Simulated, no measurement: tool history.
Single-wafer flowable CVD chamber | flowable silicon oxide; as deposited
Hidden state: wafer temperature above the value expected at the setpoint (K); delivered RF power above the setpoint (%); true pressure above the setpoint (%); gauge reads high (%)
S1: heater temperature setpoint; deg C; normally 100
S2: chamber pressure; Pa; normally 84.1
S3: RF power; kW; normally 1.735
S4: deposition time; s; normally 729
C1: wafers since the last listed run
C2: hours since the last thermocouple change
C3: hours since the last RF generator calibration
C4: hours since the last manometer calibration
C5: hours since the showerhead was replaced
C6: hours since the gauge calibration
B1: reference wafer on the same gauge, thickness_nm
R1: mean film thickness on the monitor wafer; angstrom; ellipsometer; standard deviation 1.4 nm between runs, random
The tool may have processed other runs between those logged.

| run | hour | S1 | S2 | S3 | S4 | C1 | C2 | C3 | C4 | C5 | C6 | B1 | R1 |
|---|---|---|---|---|---|---|---|---|---|---|---|---|---|
| 1 | 0 | 100 | 84.1 | 1.735 | 729 | 0 | 1155.2 | 149.2 | 907.4 | 6199.5 | 2696.2 | 327.914 | 3122.68 |
| 2 | 80.8 | 100 | 84.1 | 1.735 | 659 | 195 | 1236 | 230 | 988.2 | 6280.3 | 2777 | 327.737 | 2826.11 |
| 3 | 175.9 | 100 | 84.1 | 1.735 | 659 | 230 | 1331.1 | 325.1 | 1083.3 | 6375.4 | 2872.1 | 328.384 | 2808.99 |
| 4 | 213.7 | 100 | 84.1 | 1.735 | 659 | 91 | 1368.9 | 362.9 | 1121.1 | 6413.2 | 2909.9 | 327.975 | 2793.43 |
|  | 262.3 | capacitance manometer re-zeroed and calibrated |
| 5 | 320.3 | 100 | 84.1 | 1.735 | 729 | 238 | 1475.5 | 469.5 | 58 | 6519.8 | 3016.5 | 327.854 | 3130.63 |
| 6 | 385.6 | 100 | 96.4 | 1.735 | 729 | 157 | 1540.8 | 534.8 | 123.3 | 6585.1 | 3081.8 | 328.161 | 3571.21 |
| 7 | 455.9 | 100 | 79.6 | 1.735 | 729 | 170 | 1611.1 | 605.1 | 193.6 | 6655.4 | 3152.1 | 328.119 | 2955.87 |
| 8 | 562.9 | 100 | 84.1 | 1.735 | 792 | 258 | 1718.1 | 712.1 | 300.6 | 6762.4 | 3259.1 | 328.088 | 3373.68 |
| 9 | 607.6 | 100 | 84.1 | 1.735 | 729 | 108 | 1762.8 | 756.8 | 345.3 | 6807.1 | 3303.8 | 328.166 | 3131.44 |
| 10 | 671.5 | 100 | 84.1 | 1.735 | 729 | 154 | 1826.7 | 820.7 | 409.2 | 6871 | 3367.7 | 327.665 | 3130.12 |
| 11 | 904 | 100 | 84.1 | 1.52 | 850 | 562 | 2059.2 | 1053.2 | 641.7 | 7103.5 | 3600.2 | 328.163 | 3546.68 |
|  | 934 | gauge calibrated |
|  | 990.4 | showerhead replaced |
|  | 998.9 | thermocouple changed; heater temperature recalibrated |
| 12 | 999.4 | 100 | 95.5 | 1.735 | 680 | 192 | 0.5 | 1148.6 | 737.1 | 9 | 65.4 | 328.162 | 3280.44 |
| 13 | 1096.9 | 100 | 91.5 | 1.735 | 615 | 235 | 98 | 1246.1 | 834.6 | 106.5 | 162.9 | 328.027 | 2877.25 |
|  | 1196.2 | RF generator calibrated |
| 14 | 1196.7 | 100 | 73.3 | 1.415 | 639 | 222 | 197.8 | 0.5 | 934.4 | 206.3 | 262.7 | 328.272 | 2270.39 |
| 15 | 1244.5 | 100 | 84.1 | 1.735 | 729 | 115 | 245.6 | 48.3 | 982.2 | 254.1 | 310.5 | 327.874 | 3094.57 |
|  | 1261.1 | capacitance manometer re-zeroed and calibrated |
| 16 | 1292.1 | 100 | 84.1 | 1.735 | 729 | 95 | 293.2 | 95.9 | 31 | 301.7 | 358.1 | 327.837 | 3114.89 |
| 17 | 1371.2 | 100 | 84.1 | 1.735 | 729 | 191 | 372.3 | 175 | 110.1 | 380.8 | 437.2 | 328.068 | 3128.07 |
| 18 | 1464.5 | 100 | 70.9 | 1.935 | 801 | 225 | 465.6 | 268.3 | 203.4 | 474.1 | 530.5 | 328.034 | 2959.17 |
| 19 | 1563.9 | 111 | 84.1 | 1.925 | 671 | 240 | 565 | 367.7 | 302.8 | 573.5 | 629.9 | 328.039 | 1923.85 |
| 20 | 1649.2 | 109 | 66.5 | 1.735 | 729 | 206 | 650.3 | 453 | 388.1 | 658.8 | 715.2 | 327.856 | 1756.61 |
| 21 | 1750.5 | 107 | 84.1 | 1.735 | 729 | 245 | 751.6 | 554.3 | 489.4 | 760.1 | 816.5 | 327.671 | 2374.3 |
| 22 | 1856.3 | 114 | 84.1 | 1.535 | 729 | 255 | 857.4 | 660.1 | 595.2 | 865.9 | 922.3 | 328.075 | 1796.54 |
| 23 | 1904.6 | 91 | 69.2 | 2.025 | 820 | 116 | 905.7 | 708.4 | 643.5 | 914.2 | 970.6 | 327.973 | 4186.43 |
| 24 | 1950.1 | 100 | 70.3 | 1.995 | 729 | 110 | 951.2 | 753.9 | 689 | 959.7 | 1016.1 | 327.97 | 2686.24 |
| 25 | 2048.6 | 90 | 84.1 | 1.735 | 654 | 238 | 1049.7 | 852.4 | 787.5 | 1058.2 | 1114.6 | 328.003 | 4046.02 |
| 26 | 2149.8 | 100 | 84.1 | 1.735 | 729 | 244 | 1150.9 | 953.6 | 888.7 | 1159.4 | 1215.8 | 328.041 | 3124.2 |
| 27 | 2209.9 | 100 | 84.1 | 1.735 | 729 | 145 | 1211 | 1013.7 | 948.8 | 1219.5 | 1275.9 | 328.093 | 3096.71 |
|  | 2291.7 | capacitance manometer re-zeroed and calibrated |
| 28 | 2292.2 | 110 | 84.1 | 1.735 | 729 | 179 | 1293.3 | 1096 | 0.5 | 1301.8 | 1358.2 | 327.967 | 2139.54 |
| 29 | 2387.3 | 100 | 84.1 | 1.735 | 635 | 230 | 1388.4 | 1191.1 | 95.6 | 1396.9 | 1453.3 | 328.296 | 2713.34 |

Give the tool's hidden conditions for every run:
wafer temperature above the value expected at the setpoint (K): 0, the same for each run
delivered RF power above the setpoint (%): 0, the same for each run
true pressure above the setpoint (%): 0, the same for each run
gauge reads high (%): 0, the same for each run

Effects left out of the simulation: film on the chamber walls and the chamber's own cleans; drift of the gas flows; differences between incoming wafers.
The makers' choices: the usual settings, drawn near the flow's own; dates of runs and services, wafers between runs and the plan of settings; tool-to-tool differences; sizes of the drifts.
